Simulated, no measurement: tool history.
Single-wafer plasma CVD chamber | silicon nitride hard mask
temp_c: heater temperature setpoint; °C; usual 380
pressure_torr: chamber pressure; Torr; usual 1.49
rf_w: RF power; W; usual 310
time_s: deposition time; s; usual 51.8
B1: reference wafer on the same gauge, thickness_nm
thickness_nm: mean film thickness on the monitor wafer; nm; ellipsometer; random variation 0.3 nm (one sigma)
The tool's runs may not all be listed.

Run 1, hour 0.0: usual settings; B1 72.691. Result: thickness_nm 66.030 nm.
At hour 48.2: capacitance manometer re-zeroed and calibrated.
Run 2, hour 93.4: usual settings but temp_c 370 °C, rf_w 275 W; B1 72.699. Result: thickness_nm 63.725 nm.
Run 3, hour 150.1: usual settings but temp_c 389 °C, pressure_torr 1.21 Torr; B1 72.777. Result: thickness_nm 61.956 nm.
Run 4, hour 261.4: usual settings but temp_c 389 °C, pressure_torr 1.21 Torr; B1 72.734. Result: thickness_nm 61.641 nm.
Run 5, hour 307.7: usual settings but temp_c 389 °C, pressure_torr 1.21 Torr; B1 72.645. Result: thickness_nm 61.974 nm.
At hour 366.8: thermocouple changed; heater temperature recalibrated.
Run 6, hour 390.2: usual settings but rf_w 265 W; B1 72.717. Result: thickness_nm 62.493 nm.
Run 7, hour 487.2: usual settings; B1 72.803. Result: thickness_nm 67.481 nm.
At hour 508.5: showerhead replaced.
Run 8, hour 581.2: usual settings; B1 72.730. Result: thickness_nm 66.932 nm.
At hour 645.0: RF generator calibrated.
Run 9, hour 646.2: usual settings; B1 72.706. Result: thickness_nm 67.221 nm.
Run 10, hour 682.7: usual settings; B1 72.601. Result: thickness_nm 66.450 nm.
Run 11, hour 754.8: usual settings; B1 72.634. Result: thickness_nm 67.108 nm.
Run 12, hour 857.8: usual settings but rf_w 335 W; B1 72.663. Result: thickness_nm 70.063 nm.
Run 13, hour 912.7: usual settings; B1 72.547. Result: thickness_nm 67.229 nm.
Run 14, hour 1006.4: usual settings but temp_c 372 °C, rf_w 275 W; B1 72.792. Result: thickness_nm 63.661 nm.
Run 15, hour 1100.0: usual settings but temp_c 385 °C, pressure_torr 1.64 Torr; B1 72.649. Result: thickness_nm 69.080 nm.
Run 16, hour 1180.1: usual settings but temp_c 375 °C, time_s 45.2 s; B1 72.651. Result: thickness_nm 58.056 nm.

The next listed run, before its measurement:
Run 17, hour 1286.5: usual settings; B1 ?. Result: thickness_nm ?.

Run 17 gave B1 72.749, thickness_nm 65.992 nm.
Without the tool's hidden state the same run would have given thickness_nm 67.433 nm.

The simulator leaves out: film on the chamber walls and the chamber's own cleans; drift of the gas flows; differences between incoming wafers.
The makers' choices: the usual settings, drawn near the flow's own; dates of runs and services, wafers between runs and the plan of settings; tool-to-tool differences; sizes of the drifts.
